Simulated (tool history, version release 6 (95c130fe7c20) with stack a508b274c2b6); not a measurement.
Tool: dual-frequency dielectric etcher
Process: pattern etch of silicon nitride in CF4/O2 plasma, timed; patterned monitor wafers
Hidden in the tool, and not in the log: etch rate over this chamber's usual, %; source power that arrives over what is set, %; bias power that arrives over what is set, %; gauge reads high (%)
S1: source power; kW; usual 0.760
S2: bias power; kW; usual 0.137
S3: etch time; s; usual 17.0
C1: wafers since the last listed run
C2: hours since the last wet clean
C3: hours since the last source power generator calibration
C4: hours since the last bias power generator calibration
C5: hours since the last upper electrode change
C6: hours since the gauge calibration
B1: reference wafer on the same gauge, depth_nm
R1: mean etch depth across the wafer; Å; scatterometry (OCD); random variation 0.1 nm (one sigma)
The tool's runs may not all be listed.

run    hour     S1     S2    S3    C1     C2      C3      C4      C5      C6     B1     R1
  1     0.0  0.760  0.159  18.5     0  106.2  2322.1   540.1  2805.9   638.1  34.61  486.9
  2    46.5  0.760  0.159  18.5   564  152.7  2368.6   586.6  2852.4   684.6  34.63  486.0
  3   104.7  0.760  0.137  17.0   706  210.9  2426.8   644.8  2910.6   742.8  34.63  411.6
  4   156.7  0.760  0.137  17.0   631  262.9  2478.8   696.8  2962.6   794.8  34.58  413.8
  5   197.4  0.760  0.137  17.0   494  303.6  2519.5   737.5  3003.3   835.5  34.57  411.6
  6   242.8  0.760  0.137  17.0   551  349.0  2564.9   782.9  3048.7   880.9  34.61  414.3
  7   325.8  0.760  0.144  17.0  1007  432.0  2647.9   865.9  3131.7   963.9  34.58  428.5
  8   374.3  0.760  0.144  17.0   588  480.5  2696.4   914.4  3180.2  1012.4  34.58  428.8
  9   457.0  0.760  0.144  17.0  1004  563.2  2779.1   997.1  3262.9  1095.1  34.61  430.6
      486.8  -- wet clean of the chamber
 10   524.6  0.760  0.149  17.0   529   37.8  2846.7  1064.7  3330.5  1162.7  34.62  432.0
 11   583.3  0.760  0.149  17.0   712   96.5  2905.4  1123.4  3389.2  1221.4  34.62  433.8
      657.6  -- source power generator calibrated
 12   658.1  0.600  0.137  14.5   859  171.3     0.5  1198.2  3464.0  1296.2  34.61  303.0
      665.2  -- gauge calibrated
 13   698.2  0.760  0.124  17.0   486  211.4    40.6  1238.3  3504.1    33.0  34.61  392.5
      753.8  -- upper electrode replaced
 14   754.3  0.610  0.148  13.0   389  267.5    96.7  1294.4     0.5    89.1  34.62  286.5
 15   769.9  0.760  0.137  17.0   189  283.1   112.3  1310.0    16.1   104.7  34.58  416.0
      802.2  -- bias power generator calibrated
 16   814.1  0.920  0.137  17.0   488  327.3   156.5    11.9    60.3   148.9  34.62  474.0
 17   891.0  0.950  0.169  14.5   933  404.2   233.4    88.8   137.2   225.8  34.60  467.4
 18   931.5  0.900  0.137  19.5   491  444.7   273.9   129.3   177.7   266.3  34.59  536.6
 19   975.4  0.760  0.149  17.0   533  488.6   317.8   173.2   221.6   310.2  34.60  436.1
     1029.8  -- wet clean of the chamber
 20  1030.3  0.850  0.113  20.0   375    0.5   372.7   228.1   276.5   365.1  34.62  469.9
 21  1086.4  0.760  0.137  17.0   681   56.6   428.8   284.2   332.6   421.2  34.59  412.8
 22  1149.9  0.680  0.125  14.0   771  120.1   492.3   347.7   396.1   484.7  34.60  300.5

The tool's hidden state at each run:
source power that arrives over what is set, %: 0 in every run
bias power that arrives over what is set, %: 0 in every run
gauge reads high (%): 0 in every run
H1: etch rate over this chamber's usual, %
run      H1
  1   0.202
  2   0.305
  3   0.433
  4   0.547
  5   0.637
  6   0.737
  7    0.92
  8    1.03
  9    1.21
 10    0.35
 11    0.48
 12   0.644
 13   0.733
 14   0.856
 15   0.891
 16   0.988
 17    1.16
 18    1.25
 19    1.34
 20  0.0299
 21   0.153
 22   0.293
